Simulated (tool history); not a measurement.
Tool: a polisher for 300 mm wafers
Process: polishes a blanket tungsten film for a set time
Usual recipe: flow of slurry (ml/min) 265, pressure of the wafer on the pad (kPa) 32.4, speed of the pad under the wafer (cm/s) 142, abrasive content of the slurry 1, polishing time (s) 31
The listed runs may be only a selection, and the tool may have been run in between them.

run    day  flow of slurry (ml/min)  pressure of the wafer on the pad (kPa)  speed of the pad under the wafer (cm/s)  abrasive content of the slurry  polishing time (s)  incoming thickness of the incoming film, nm  film removed (nm)
  1      0                      265                                    32.4                                      142                            0.95                  31                                       1566.9              246.5
  2  0.454                      265                                    32.4                                      142                            0.95                  31                                       1553.3              243.5
  3  1.083                      265                                    32.4                                      142                               1                  31                                       1555.9              248.5
     1.675  -- head pressure recalibrated
  4  1.729                      265                                    32.4                                      142                               1                  31                                       1544.5                244
     2.175  -- slurry tank refilled with fresh slurry and peroxide
  5  2.225                      265                                    32.4                                      176                               1                  31                                       1563.3              297.6
  6  2.479                      265                                    32.4                                      176                               1                  31                                       1528.1              296.7
  7  2.796                      265                                    32.4                                      176                               1                  31                                       1565.7                297
  8  3.067                      265                                    32.4                                      142                               1                  31                                       1556.3              242.4
  9  3.742                      265                                    32.4                                      142                               1                  31                                       1584.9              242.5
 10  4.354                      265                                    32.4                                      142                               1                  31                                       1571.3              238.5
     4.675  -- worn pad replaced by a new one
 11  4.696                      265                                    32.4                                      142                               1                  31                                       1549.6              248.4
 12  4.954                      265                                    32.4                                      128                            0.75                  21                                         1542              145.6
 13  5.392                      265                                    32.4                                       94                            1.25                  31                                       1558.9              180.4
     5.525  -- slurry blender recalibrated
 14  5.808                      265                                    32.4                                      120                               1                  31                                       1550.8              213.1
 15  6.117                      265                                    32.4                                       92                               1                  31                                       1549.8              167.8
 16  6.558                      265                                    32.4                                      142                               1                  31                                       1559.9              248.1
 17  6.971                      265                                    23.4                                      142                               1                  31                                       1582.4              196.1
 18  7.512                      265                                    32.4                                      142                               1                  31                                       1552.6              247.8
 19  7.912                      320                                    32.4                                      142                            0.85                  31                                         1547              242.7

The next listed run, before its measurement:
      8.421  -- slurry tank refilled with fresh slurry and peroxide
      9.567  -- slurry nozzle cleaned
     10.133  -- worn pad replaced by a new one
 20  10.154                      265                                    32.4                                      142                            1.25                  24                                       1559.1                  ?

Run 20 measured film removed (nm) 204.2.
On a tool with no hidden condition, and with the same random variation, this run would have come out at film removed (nm) 204.2.

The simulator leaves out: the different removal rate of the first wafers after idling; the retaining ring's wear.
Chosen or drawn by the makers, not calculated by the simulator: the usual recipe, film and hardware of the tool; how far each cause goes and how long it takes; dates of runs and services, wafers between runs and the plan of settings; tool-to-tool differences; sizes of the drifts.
